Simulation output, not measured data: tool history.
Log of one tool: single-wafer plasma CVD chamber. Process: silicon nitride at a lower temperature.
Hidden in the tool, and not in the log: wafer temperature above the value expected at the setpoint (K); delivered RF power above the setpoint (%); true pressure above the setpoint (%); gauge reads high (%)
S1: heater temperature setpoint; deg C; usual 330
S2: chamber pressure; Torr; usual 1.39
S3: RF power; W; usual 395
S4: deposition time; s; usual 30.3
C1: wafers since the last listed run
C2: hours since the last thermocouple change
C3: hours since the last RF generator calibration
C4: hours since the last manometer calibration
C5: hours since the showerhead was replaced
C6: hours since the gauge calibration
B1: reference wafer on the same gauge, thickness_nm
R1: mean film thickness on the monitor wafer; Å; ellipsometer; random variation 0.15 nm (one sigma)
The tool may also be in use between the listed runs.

{"run": 1, "day": 0.0, "S1": 330, "S2": 1.39, "S3": 395, "S4": 30.3, "C1": 0, "C2": 2837.3, "C3": 1157.1, "C4": 2086.5, "C5": 6370.6, "C6": 151.4, "B1": 31.934, "R1": 364.5}
{"run": 2, "day": 0.75, "S1": 330, "S2": 1.39, "S3": 340, "S4": 30.3, "C1": 331, "C2": 2855.3, "C3": 1175.1, "C4": 2104.5, "C5": 6388.6, "C6": 169.4, "B1": 31.937, "R1": 334.58}
{"day": 1.125, "done": "showerhead replaced"}
{"run": 3, "day": 1.392, "S1": 330, "S2": 1.39, "S3": 340, "S4": 30.3, "C1": 136, "C2": 2870.7, "C3": 1190.5, "C4": 2119.9, "C5": 6.4, "C6": 184.8, "B1": 31.906, "R1": 335.59}
{"run": 4, "day": 2.062, "S1": 330, "S2": 1.39, "S3": 425, "S4": 30.3, "C1": 296, "C2": 2886.8, "C3": 1206.6, "C4": 2136, "C5": 22.5, "C6": 200.9, "B1": 31.881, "R1": 382.35}
{"run": 5, "day": 2.508, "S1": 330, "S2": 1.39, "S3": 425, "S4": 30.3, "C1": 196, "C2": 2897.5, "C3": 1217.3, "C4": 2146.7, "C5": 33.2, "C6": 211.6, "B1": 31.906, "R1": 383.92}
{"run": 6, "day": 2.962, "S1": 330, "S2": 1.39, "S3": 395, "S4": 30.3, "C1": 200, "C2": 2908.4, "C3": 1228.2, "C4": 2157.6, "C5": 44.1, "C6": 222.5, "B1": 31.9, "R1": 366.11}
{"run": 7, "day": 3.621, "S1": 330, "S2": 1.39, "S3": 395, "S4": 30.3, "C1": 290, "C2": 2924.2, "C3": 1244, "C4": 2173.4, "C5": 59.9, "C6": 238.3, "B1": 31.875, "R1": 366.02}
{"run": 8, "day": 4.129, "S1": 330, "S2": 1.39, "S3": 395, "S4": 30.3, "C1": 224, "C2": 2936.4, "C3": 1256.2, "C4": 2185.6, "C5": 72.1, "C6": 250.5, "B1": 31.924, "R1": 361.21}
{"day": 4.925, "done": "RF generator calibrated"}
{"run": 9, "day": 4.946, "S1": 330, "S2": 1.39, "S3": 395, "S4": 33.8, "C1": 213, "C2": 2956, "C3": 0.5, "C4": 2205.2, "C5": 91.7, "C6": 270.1, "B1": 31.893, "R1": 418.85}
{"run": 10, "day": 5.271, "S1": 341, "S2": 1.39, "S3": 395, "S4": 30.3, "C1": 143, "C2": 2963.8, "C3": 8.3, "C4": 2213, "C5": 99.5, "C6": 277.9, "B1": 31.962, "R1": 378.62}
{"run": 11, "day": 5.7, "S1": 330, "S2": 1.62, "S3": 395, "S4": 30.3, "C1": 189, "C2": 2974.1, "C3": 18.6, "C4": 2223.3, "C5": 109.8, "C6": 288.2, "B1": 31.906, "R1": 394.46}
{"run": 12, "day": 6.425, "S1": 337, "S2": 1.68, "S3": 445, "S4": 25, "C1": 320, "C2": 2991.5, "C3": 36, "C4": 2240.7, "C5": 127.2, "C6": 305.6, "B1": 31.915, "R1": 348.9}
{"day": 7.038, "done": "thermocouple changed; heater temperature recalibrated"}
{"run": 13, "day": 7.058, "S1": 330, "S2": 1.39, "S3": 395, "S4": 30.3, "C1": 132, "C2": 0.5, "C3": 51.2, "C4": 2255.9, "C5": 142.4, "C6": 320.8, "B1": 31.879, "R1": 376.17}
{"run": 14, "day": 7.375, "S1": 317, "S2": 1.39, "S3": 395, "S4": 30.3, "C1": 139, "C2": 8.1, "C3": 58.8, "C4": 2263.5, "C5": 150, "C6": 328.4, "B1": 31.963, "R1": 379.78}
{"day": 7.808, "done": "gauge calibrated"}
{"run": 15, "day": 8.088, "S1": 330, "S2": 1.39, "S3": 365, "S4": 24.6, "C1": 314, "C2": 25.2, "C3": 75.9, "C4": 2280.6, "C5": 167.1, "C6": 6.7, "B1": 31.875, "R1": 290.45}
{"run": 16, "day": 8.825, "S1": 330, "S2": 1.39, "S3": 465, "S4": 27.9, "C1": 325, "C2": 42.9, "C3": 93.6, "C4": 2298.3, "C5": 184.8, "C6": 24.4, "B1": 31.914, "R1": 380.26}
{"run": 17, "day": 10.254, "S1": 330, "S2": 1.39, "S3": 395, "S4": 30.3, "C1": 630, "C2": 77.2, "C3": 127.9, "C4": 2332.6, "C5": 219.1, "C6": 58.7, "B1": 31.892, "R1": 376.9}
{"run": 18, "day": 10.967, "S1": 323, "S2": 1.63, "S3": 395, "S4": 26.1, "C1": 314, "C2": 94.3, "C3": 145, "C4": 2349.7, "C5": 236.2, "C6": 75.8, "B1": 31.892, "R1": 341.64}
{"day": 12.0, "done": "capacitance manometer re-zeroed and calibrated"}
{"run": 19, "day": 12.85, "S1": 342, "S2": 1.39, "S3": 330, "S4": 30.3, "C1": 684, "C2": 139.5, "C3": 190.2, "C4": 20.4, "C5": 281.4, "C6": 121, "B1": 31.888, "R1": 337.37}
{"run": 20, "day": 13.279, "S1": 342, "S2": 1.39, "S3": 430, "S4": 35, "C1": 189, "C2": 149.8, "C3": 200.5, "C4": 30.7, "C5": 291.7, "C6": 131.3, "B1": 31.869, "R1": 452.81}
{"run": 21, "day": 13.775, "S1": 338, "S2": 1.39, "S3": 395, "S4": 30.3, "C1": 218, "C2": 161.7, "C3": 212.4, "C4": 42.6, "C5": 303.6, "C6": 143.2, "B1": 31.88, "R1": 373.91}
{"run": 22, "day": 14.429, "S1": 330, "S2": 1.2, "S3": 325, "S4": 30.3, "C1": 288, "C2": 177.4, "C3": 228.1, "C4": 58.3, "C5": 319.3, "C6": 158.9, "B1": 31.936, "R1": 320.16}
{"run": 23, "day": 15.017, "S1": 330, "S2": 1.61, "S3": 465, "S4": 30.3, "C1": 259, "C2": 191.5, "C3": 242.2, "C4": 72.4, "C5": 333.4, "C6": 173, "B1": 31.923, "R1": 426.13}
{"run": 24, "day": 15.408, "S1": 330, "S2": 1.39, "S3": 435, "S4": 30.3, "C1": 172, "C2": 200.9, "C3": 251.6, "C4": 81.8, "C5": 342.8, "C6": 182.4, "B1": 31.926, "R1": 394.09}
{"run": 25, "day": 15.796, "S1": 330, "S2": 1.39, "S3": 395, "S4": 30.3, "C1": 171, "C2": 210.2, "C3": 260.9, "C4": 91.1, "C5": 352.1, "C6": 191.7, "B1": 31.925, "R1": 376.27}
{"run": 26, "day": 16.117, "S1": 320, "S2": 1.55, "S3": 370, "S4": 30.3, "C1": 141, "C2": 217.9, "C3": 268.6, "C4": 98.8, "C5": 359.8, "C6": 199.4, "B1": 31.88, "R1": 373.96}
{"run": 27, "day": 16.579, "S1": 326, "S2": 1.48, "S3": 345, "S4": 30.3, "C1": 204, "C2": 229, "C3": 279.7, "C4": 109.9, "C5": 370.9, "C6": 210.5, "B1": 31.911, "R1": 353.13}
{"run": 28, "day": 17.267, "S1": 342, "S2": 1.39, "S3": 430, "S4": 35, "C1": 303, "C2": 245.5, "C3": 296.2, "C4": 126.4, "C5": 387.4, "C6": 227, "B1": 31.929, "R1": 452.22}

Forecast each of these 5 alternatives for the next run:
{"run": "A", "day": 17.283, "S1": 330, "S2": 1.39, "S3": 395, "S4": 30.3, "C1": 7, "C2": 245.9, "C3": 296.6, "C4": 126.8, "C5": 387.8, "C6": 227.4, "B1": "?", "R1": "?"}
{"run": "B", "day": 17.283, "S1": 338, "S2": 1.27, "S3": 450, "S4": 32.3, "C1": 7, "C2": 245.9, "C3": 296.6, "C4": 126.8, "C5": 387.8, "C6": 227.4, "B1": "?", "R1": "?"}
{"run": "C", "day": 17.283, "S1": 330, "S2": 1.39, "S3": 395, "S4": 24.7, "C1": 7, "C2": 245.9, "C3": 296.6, "C4": 126.8, "C5": 387.8, "C6": 227.4, "B1": "?", "R1": "?"}
{"run": "D", "day": 17.283, "S1": 330, "S2": 1.39, "S3": 360, "S4": 30.3, "C1": 7, "C2": 245.9, "C3": 296.6, "C4": 126.8, "C5": 387.8, "C6": 227.4, "B1": "?", "R1": "?"}
{"run": "E", "day": 17.283, "S1": 320, "S2": 1.39, "S3": 395, "S4": 30.3, "C1": 7, "C2": 245.9, "C3": 296.6, "C4": 126.8, "C5": 387.8, "C6": 227.4, "B1": "?", "R1": "?"}

run=A B1=31.932 R1=376.15
run=B B1=31.932 R1=417.96
run=C B1=31.932 R1=306.77
run=D B1=31.932 R1=356.33
run=E B1=31.932 R1=377.63
Without the tool's hidden state the same runs would have given:
run=A R1=382.2
run=B R1=424.45
run=C R1=311.7
run=D R1=362.25
run=E R1=383.71
